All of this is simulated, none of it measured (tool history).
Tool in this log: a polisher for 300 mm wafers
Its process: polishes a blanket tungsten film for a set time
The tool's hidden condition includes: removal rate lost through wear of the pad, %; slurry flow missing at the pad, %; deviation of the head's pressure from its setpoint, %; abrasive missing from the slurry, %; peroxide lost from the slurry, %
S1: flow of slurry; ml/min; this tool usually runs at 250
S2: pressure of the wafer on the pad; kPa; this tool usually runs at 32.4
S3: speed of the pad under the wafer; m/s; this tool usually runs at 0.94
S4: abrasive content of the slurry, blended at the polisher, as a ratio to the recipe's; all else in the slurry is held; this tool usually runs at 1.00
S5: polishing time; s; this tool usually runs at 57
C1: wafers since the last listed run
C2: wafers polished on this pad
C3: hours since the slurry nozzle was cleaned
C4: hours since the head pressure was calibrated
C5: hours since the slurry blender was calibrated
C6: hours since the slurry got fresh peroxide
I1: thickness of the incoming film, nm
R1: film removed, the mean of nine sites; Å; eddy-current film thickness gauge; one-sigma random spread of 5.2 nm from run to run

run    hour   S1    S2    S3    S4  S5    C1    C2     C3      C4     C5     C6     I1    R1
  1     0.0  310  29.6  1.06  1.00  46     0  3448  521.5   748.3    1.8  242.8  925.9  2848
  2    99.7  250  32.4  1.22  1.15  41  1023  4472  621.2   848.0  101.5  342.5  907.5  2926
      308.8  -- slurry nozzle cleaned
  3   321.1  250  32.4  0.94  1.00  57  2261  6733   12.3  1069.4  322.9  563.9  910.4  3673
      393.3  -- worn pad replaced by a new one
  4   412.9  250  32.4  0.94  1.00  57   901   201  104.1  1161.2  414.7  655.7  909.6  3591
  5   495.6  250  32.4  0.94  1.00  57   848  1049  186.8  1243.9  497.4  738.4  901.4  3602
  6   576.0  165  32.4  0.94  1.00  57   825  1874  267.2  1324.3  577.8  818.8  901.2  3246
  7   667.7  200  32.4  1.02  1.00  57   941  2815  358.9  1416.0  669.5  910.5  912.8  3544
      691.7  -- slurry tank refilled with fresh slurry and peroxide
      697.5  -- head pressure recalibrated
      701.7  -- slurry blender recalibrated
  8   752.1  175  22.1  0.94  1.00  57   814  3630  443.3    54.6   50.4   60.4  901.0  2183
  9   794.5  250  27.6  1.26  1.00  77   435  4065  485.7    97.0   92.8  102.8  894.3  4858
 10   878.3  250  32.4  1.16  1.20  57   859  4925  569.5   180.8  176.6  186.6  902.6  4128
 11   935.1  250  32.4  0.94  1.00  57   582  5508  626.3   237.6  233.4  243.4  910.1  3466
 12   974.6  250  36.5  0.72  1.10  57   405  5914  665.8   277.1  272.9  282.9  915.5  3289
 13  1053.7  250  32.4  1.16  1.00  57   811  6725  744.9   356.2  352.0  362.0  916.9  3972
     1124.9  -- worn pad replaced by a new one
 14  1139.5  250  32.4  0.86  1.00  63   839   150  830.7   442.0  437.8  447.8  906.0  3606
     1152.5  -- slurry nozzle cleaned
 15  1240.5  250  32.4  0.94  1.00  57  1026  1176   88.0   543.0  538.8  548.8  915.6  3608
 16  1340.3  250  32.4  1.04  1.00  57  1024  2200  187.8   642.8  638.6  648.6  898.4  3768
     1391.5  -- slurry tank refilled with fresh slurry and peroxide
 17  1435.6  325  32.4  1.24  0.70  57   967  3168  283.1   738.1  733.9   44.1  903.6  3973
 18  1530.2  250  32.4  0.94  1.00  57   970  4138  377.7   832.7  828.5  138.7  909.4  3513
     1534.3  -- slurry blender recalibrated
 19  1631.6  180  26.9  0.94  1.10  57  1020  5159  479.1   934.1   97.3  240.1  894.4  2605
 20  1691.4  195  32.4  0.94  0.85  57   613  5772  538.9   993.9  157.1  299.9  904.7  3036
 21  1777.9  250  32.4  0.94  1.00  57   887  6660  625.4  1080.4  243.6  386.4  915.8  3293
 22  1853.6  250  32.4  0.94  1.00  57   776  7437  701.1  1156.1  319.3  462.1  896.8  3287
 23  1918.3  250  32.4  0.94  1.00  57   663  8101  765.8  1220.8  384.0  526.8  902.9  3246
     1937.5  -- head pressure recalibrated
 24  1959.3  250  32.4  0.94  1.00  57   400  8501  806.8    21.8  425.0  567.8  911.9  3263
     1969.2  -- worn pad replaced by a new one
     1993.9  -- slurry nozzle cleaned
 25  2048.7  250  37.2  0.94  1.00  66   866   805   54.8   111.2  514.4  657.2  915.2  4888

Hidden state, per run?
removal rate lost through wear of the pad, %: 0, the same for each run
deviation of the head's pressure from its setpoint, %: 0, the same for each run
abrasive missing from the slurry, %: 0, the same for each run
peroxide lost from the slurry, %: 0, the same for each run
H1: slurry flow missing at the pad, %
run    H1
  1  42.3
  2  44.2
  3  2.29
  4  13.9
  5  21.4
  6  26.8
  7  31.3
  8  34.3
  9  35.5
 10  37.4
 11  38.3
 12  38.9
 13  39.8
 14  40.6
 15  19.5
 16  28.9
 17  35.1
 18  39.5
 19  42.7
 20  44.2
 21  45.7
 22  46.8
 23  47.4
 24  47.8
 25  10.2
